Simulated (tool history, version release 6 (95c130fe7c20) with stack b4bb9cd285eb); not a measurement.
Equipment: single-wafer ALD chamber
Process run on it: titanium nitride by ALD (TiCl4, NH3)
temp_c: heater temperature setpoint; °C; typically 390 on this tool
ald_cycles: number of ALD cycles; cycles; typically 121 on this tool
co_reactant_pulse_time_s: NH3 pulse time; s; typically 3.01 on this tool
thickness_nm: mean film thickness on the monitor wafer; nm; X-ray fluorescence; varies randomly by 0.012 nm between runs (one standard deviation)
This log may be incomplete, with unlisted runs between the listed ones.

run	hour	temp_c	ald_cycles	co_reactant_pulse_time_s	read-back reference wafer on the same gauge, thickness_nm	thickness_nm
1	0.0	390	121	3.01	3.267	3.016
2	132.6	390	111	3.01	3.257	2.799
3	168.9	390	111	3.01	3.272	2.788
4	259.6	390	111	3.01	3.270	2.793
5	304.1	390	121	3.01	3.270	3.054
6	379.9	390	121	3.01	3.283	3.059
7	475.5	390	121	3.01	3.288	3.049
8	571.7	390	121	3.01	3.278	3.047
9	670.3	390	121	3.01	3.298	3.064
10	717.9	390	121	3.01	3.288	3.059
11	771.7	390	131	3.01	3.291	3.319
12	819.2	390	131	3.01	3.302	3.317
13	916.5	390	121	3.01	3.296	3.081
14	976.6	390	121	3.01	3.302	3.066
15	1082.1	390	121	3.01	3.311	3.060
# hour 1143.6: showerhead replaced
16	1184.4	390	121	3.01	3.314	3.084
17	1240.9	390	134	4.19	3.313	3.478
18	1369.5	390	103	3.01	3.320	2.625
# hour 1439.8: gauge calibrated
19	1456.3	390	121	3.57	3.212	2.989
20	1542.2	390	108	3.01	3.210	2.667
21	1610.4	390	121	3.01	3.218	2.985
22	1654.4	390	121	3.01	3.217	2.994
# hour 1752.3: thermocouple changed; heater temperature recalibrated
23	1937.2	378	142	2.15	3.233	3.397
24	2043.6	390	121	3.01	3.239	3.022
25	2089.6	390	121	3.01	3.235	3.017
26	2149.9	390	114	3.01	3.238	2.848
27	2218.3	397	121	2.42	3.242	3.019
28	2262.7	397	121	3.01	3.243	3.031
29	2313.3	378	121	3.49	3.252	3.050
30	2404.5	379	139	4.07	3.255	3.518
31	2484.6	383	130	3.75	3.261	3.259
32	2590.0	382	112	3.61	3.256	2.822
33	2647.8	399	121	3.01	3.264	3.050

Same runs, no hidden state in the tool, same run-to-run variation:
Unlogged tool condition in this case: wafer temperature above the value expected at the setpoint (K); gauge reads high (%).
run	thickness_nm
1	2.970
2	2.751
3	2.739
4	2.741
5	2.995
6	2.997
7	2.983
8	2.977
9	2.990
10	2.982
11	3.234
12	3.230
13	2.995
14	2.979
15	2.968
16	2.988
17	3.366
18	2.537
19	2.990
20	2.664
21	2.980
22	2.986
23	3.375
24	2.998
25	2.991
26	2.821
27	2.987
28	2.998
29	3.014
30	3.472
31	3.213
32	2.778
33	3.000

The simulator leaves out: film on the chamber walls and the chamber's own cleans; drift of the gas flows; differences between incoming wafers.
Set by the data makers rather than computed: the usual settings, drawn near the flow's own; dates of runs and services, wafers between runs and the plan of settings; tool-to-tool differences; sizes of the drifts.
